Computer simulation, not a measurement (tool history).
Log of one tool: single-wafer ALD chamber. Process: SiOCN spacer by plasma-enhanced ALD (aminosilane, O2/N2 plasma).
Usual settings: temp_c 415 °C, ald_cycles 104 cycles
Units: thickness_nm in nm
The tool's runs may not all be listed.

run	day	temp_c	ald_cycles	read-back reference wafer on the same gauge, thickness_nm	thickness_nm
1	0	415	104	6.008	6.129
2	3.875	415	104	6.003	6.078
3	8.129	415	104	6.016	6.072
4	12.625	427	115	6.007	6.442
5	15.15	427	115	6.01	6.494
6	17.717	422	104	6.008	5.998
7	20.212	422	104	6.008	6.044
8	22.104	422	104	6.014	6.026
9	24.271	415	104	6.009	6.163
10	28.325	415	104	6.006	6.233
11	32.492	408	96	6.001	5.895
# day 33.846: thermocouple changed; heater temperature recalibrated
12	36.454	408	96	6.01	5.713
13	39.942	408	96	6.012	5.745
14	43.775	415	104	6.015	6.094
15	47.412	415	104	6.004	6.072
16	51.812	408	104	6.017	6.193
17	56.083	408	104	6.007	6.203
18	68.054	415	115	6.001	6.807
19	71.583	415	115	6.009	6.782
# day 72.321: thermocouple changed; heater temperature recalibrated
20	74.329	415	115	6.011	6.723
21	85.588	415	118	6.011	6.84
22	87.8	405	104	6.015	6.316
23	91.925	409	91	6.008	5.45
24	95.492	410	110	6.015	6.573
# day 96.912: gauge calibrated
25	97.942	403	116	6.01	7.081
26	101.779	415	104	6.008	6.15
27	104.479	415	112	6.012	6.649
28	108.067	409	89	6.008	5.421
29	110.175	404	96	6.017	5.867
30	112.754	415	104	6.003	6.195
# day 113.742: thermocouple changed; heater temperature recalibrated
31	115.312	415	86	6.005	5.047
32	117	427	104	6.008	5.8
33	120.238	415	104	6.02	6.097
34	123.579	423	89	6.006	5.056
35	127.942	409	116	6.008	6.943
36	131.25	420	86	6.002	5.004
37	134.083	408	96	5.998	5.811
38	138.983	422	117	6.008	6.758
39	141.733	423	104	6.017	5.969
40	144.554	415	88	6.008	5.209
41	146.996	415	104	6.005	6.153
42	148.542	415	104	6.016	6.223
43	151.442	420	104	6.006	6.1
44	153.542	415	119	6.005	7.107
# day 154.392: thermocouple changed; heater temperature recalibrated
45	155.746	415	121	6.007	7.023
46	158.425	415	104	6.014	6.081

Exercise: give the hidden state of the tool at every run:
gauge reads high (%): 0 on each run
H1: wafer temperature above the value expected at the setpoint (K)
run	H1
1	-0.582
2	-0.937
3	-1.47
4	-2.18
5	-2.66
6	-3.19
7	-3.76
8	-4.23
9	-4.79
10	-5.96
11	-7.29
12	0.888
13	0.767
14	0.52
15	0.177
16	-0.38
17	-1.07
18	-3.78
19	-4.8
20	1.02
21	0.329
22	0.0738
23	-0.507
24	-1.12
25	-1.6
26	-2.45
27	-3.12
28	-4.09
29	-4.72
30	-5.53
31	-0.402
32	-0.435
33	-0.562
34	-0.781
35	-1.2
36	-1.62
37	-2.05
38	-2.95
39	-3.54
40	-4.2
41	-4.83
42	-5.25
43	-6.1
44	-6.75
45	0.962
46	0.904

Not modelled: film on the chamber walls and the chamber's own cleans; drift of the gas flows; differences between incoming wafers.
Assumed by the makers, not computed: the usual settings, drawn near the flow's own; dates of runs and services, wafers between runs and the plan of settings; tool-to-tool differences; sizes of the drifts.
